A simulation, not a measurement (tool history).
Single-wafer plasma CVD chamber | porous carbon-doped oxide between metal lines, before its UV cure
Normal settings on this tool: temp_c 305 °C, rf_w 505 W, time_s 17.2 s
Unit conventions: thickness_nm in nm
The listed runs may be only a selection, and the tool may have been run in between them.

run	hour	temp_c	rf_w	time_s	wafers since the last listed run	hours since the last thermocouple change	hours since the last RF generator calibration	hours since the showerhead was replaced	hours since the gauge calibration	read-back reference wafer on the same gauge, thickness_nm	thickness_nm
1	0.0	305	505	17.2	0	545.6	1261.9	6530.3	370.7	97.926	111.692
2	27.8	305	505	17.2	468	573.4	1289.7	6558.1	398.5	98.028	112.340
3	79.2	305	505	17.2	865	624.8	1341.1	6609.5	449.9	98.093	112.149
4	260.8	305	485	17.2	3058	806.4	1522.7	6791.1	631.5	98.024	108.990
5	297.8	309	505	17.2	623	843.4	1559.7	6828.1	668.5	97.979	110.568
6	344.9	309	505	17.2	793	890.5	1606.8	6875.2	715.6	98.046	111.025
# hour 363.0: thermocouple changed; heater temperature recalibrated
# hour 368.6: gauge calibrated
7	399.6	309	505	17.2	786	36.6	1661.5	6929.9	31.0	98.047	107.925
8	471.4	305	445	17.2	1209	108.4	1733.3	7001.7	102.8	98.016	99.766
# hour 501.1: showerhead replaced
9	508.8	305	445	17.2	495	145.8	1770.7	7.7	140.2	97.980	99.395
10	549.3	305	505	17.2	682	186.3	1811.2	48.2	180.7	97.936	110.954
11	598.4	305	505	17.2	826	235.4	1860.3	97.3	229.8	98.048	110.771
12	659.3	311	540	19.0	1025	296.3	1921.2	158.2	290.7	97.967	124.771
13	695.6	305	415	15.0	611	332.6	1957.5	194.5	327.0	97.932	82.002
14	721.7	305	505	17.2	439	358.7	1983.6	220.6	353.1	97.971	110.892
15	790.2	305	555	16.3	1153	427.2	2052.1	289.1	421.6	98.007	113.842
16	824.0	309	505	17.2	569	461.0	2085.9	322.9	455.4	98.042	108.379
# hour 871.8: RF generator calibrated
17	886.2	305	505	17.2	912	523.2	14.4	385.1	517.6	98.021	111.649

Run 18 has not been measured yet. What should we expect?
18	973.5	305	470	20.3	1470	610.5	101.7	472.4	604.9	?	?

Run 18 produced read-back reference wafer on the same gauge, thickness_nm 97.982, thickness_nm 124.051 nm.
Were there no unlogged condition in the tool, this run, its random variation unchanged, would have produced thickness_nm 122.979 nm.

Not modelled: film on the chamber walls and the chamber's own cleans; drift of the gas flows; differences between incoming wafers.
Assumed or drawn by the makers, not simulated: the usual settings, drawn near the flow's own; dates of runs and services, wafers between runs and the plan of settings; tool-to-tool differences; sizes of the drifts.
